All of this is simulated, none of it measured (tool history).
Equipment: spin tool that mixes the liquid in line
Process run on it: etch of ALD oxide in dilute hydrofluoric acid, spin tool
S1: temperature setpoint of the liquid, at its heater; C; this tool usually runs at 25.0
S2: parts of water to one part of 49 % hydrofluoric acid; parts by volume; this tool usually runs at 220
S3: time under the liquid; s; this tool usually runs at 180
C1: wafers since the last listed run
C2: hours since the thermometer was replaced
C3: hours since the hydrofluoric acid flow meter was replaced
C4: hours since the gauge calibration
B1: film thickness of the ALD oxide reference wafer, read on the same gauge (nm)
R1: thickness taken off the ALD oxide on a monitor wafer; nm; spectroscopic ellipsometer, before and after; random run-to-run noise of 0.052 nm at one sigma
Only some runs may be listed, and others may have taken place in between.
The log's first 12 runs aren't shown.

| run | hour | S1 | S2 | S3 | C1 | C2 | C3 | C4 | B1 | R1 |
|---|---|---|---|---|---|---|---|---|---|---|
| 13 | 271.9 | 25.0 | 220 | 240 | 116 | 1771.2 | 786.4 | 105.5 | 30.05 | 16.23 |
| 14 | 295.8 | 25.0 | 220 | 180 | 207 | 1795.1 | 810.3 | 129.4 | 30.02 | 12.13 |
| 15 | 320.0 | 25.0 | 220 | 110 | 210 | 1819.3 | 834.5 | 153.6 | 29.96 | 7.41 |
| 16 | 349.1 | 25.0 | 180 | 180 | 252 | 1848.4 | 863.6 | 182.7 | 29.98 | 15.56 |
| 17 | 379.5 | 22.5 | 220 | 180 | 264 | 1878.8 | 894.0 | 213.1 | 29.99 | 11.10 |
| 18 | 409.4 | 23.5 | 125 | 145 | 259 | 1908.7 | 923.9 | 243.0 | 30.03 | 18.23 |
|  | 440.6 | thermometer replaced |
| 19 | 441.1 | 25.0 | 320 | 80 | 266 | 0.5 | 955.6 | 274.7 | 30.00 | 3.38 |
| 20 | 456.1 | 22.0 | 150 | 180 | 130 | 15.5 | 970.6 | 289.7 | 29.96 | 17.14 |
| 21 | 470.5 | 25.0 | 220 | 180 | 125 | 29.9 | 985.0 | 304.1 | 29.98 | 12.26 |
| 22 | 498.8 | 22.0 | 270 | 180 | 245 | 58.2 | 1013.3 | 332.4 | 29.98 | 8.51 |
| 23 | 529.7 | 21.0 | 135 | 235 | 268 | 89.1 | 1044.2 | 363.3 | 30.00 | 24.25 |
| 24 | 550.1 | 25.0 | 220 | 220 | 177 | 109.5 | 1064.6 | 383.7 | 29.98 | 14.78 |
| 25 | 579.9 | 25.0 | 305 | 95 | 258 | 139.3 | 1094.4 | 413.5 | 29.98 | 4.26 |
| 26 | 601.5 | 29.0 | 275 | 145 | 187 | 160.9 | 1116.0 | 435.1 | 29.98 | 8.40 |
| 27 | 637.4 | 25.0 | 330 | 180 | 311 | 196.8 | 1151.9 | 471.0 | 30.01 | 7.21 |
| 28 | 669.5 | 25.0 | 220 | 180 | 278 | 228.9 | 1184.0 | 503.1 | 29.95 | 12.15 |
|  | 676.1 | hydrofluoric acid flow meter replaced |
| 29 | 698.2 | 28.0 | 300 | 80 | 240 | 257.6 | 22.1 | 531.8 | 30.02 | 4.05 |
| 30 | 790.3 | 25.0 | 310 | 180 | 799 | 349.7 | 114.2 | 623.9 | 29.97 | 7.83 |
| 31 | 807.4 | 22.0 | 220 | 85 | 148 | 366.8 | 131.3 | 641.0 | 30.04 | 5.12 |
| 32 | 831.8 | 28.0 | 295 | 75 | 211 | 391.2 | 155.7 | 665.4 | 30.02 | 3.88 |
| 33 | 855.5 | 23.5 | 220 | 150 | 205 | 414.9 | 179.4 | 689.1 | 30.05 | 9.61 |
|  | 863.3 | gauge calibrated |
| 34 | 870.2 | 25.0 | 220 | 180 | 127 | 429.6 | 194.1 | 6.9 | 30.01 | 12.28 |
| 35 | 898.3 | 29.0 | 220 | 180 | 244 | 457.7 | 222.2 | 35.0 | 30.00 | 13.94 |
| 36 | 924.6 | 27.5 | 275 | 245 | 228 | 484.0 | 248.5 | 61.3 | 29.96 | 13.57 |

Branching from run 36: 3 alternative next runs. What would each branch give?
| A | 925.1 | 22.0 | 220 | 180 | 4 | 484.5 | 249.0 | 61.8 | ? | ? |
| B | 925.1 | 27.5 | 270 | 180 | 4 | 484.5 | 249.0 | 61.8 | ? | ? |
| C | 925.1 | 25.0 | 300 | 280 | 4 | 484.5 | 249.0 | 61.8 | ? | ? |

| run | B1 | R1 |
|---|---|---|
| A | 30.02 | 10.91 |
| B | 30.02 | 10.27 |
| C | 30.02 | 12.80 |
Without the tool's unlogged condition, the same runs would have read:
| run | R1 |
|---|---|
| A | 10.91 |
| B | 10.27 |
| C | 12.80 |
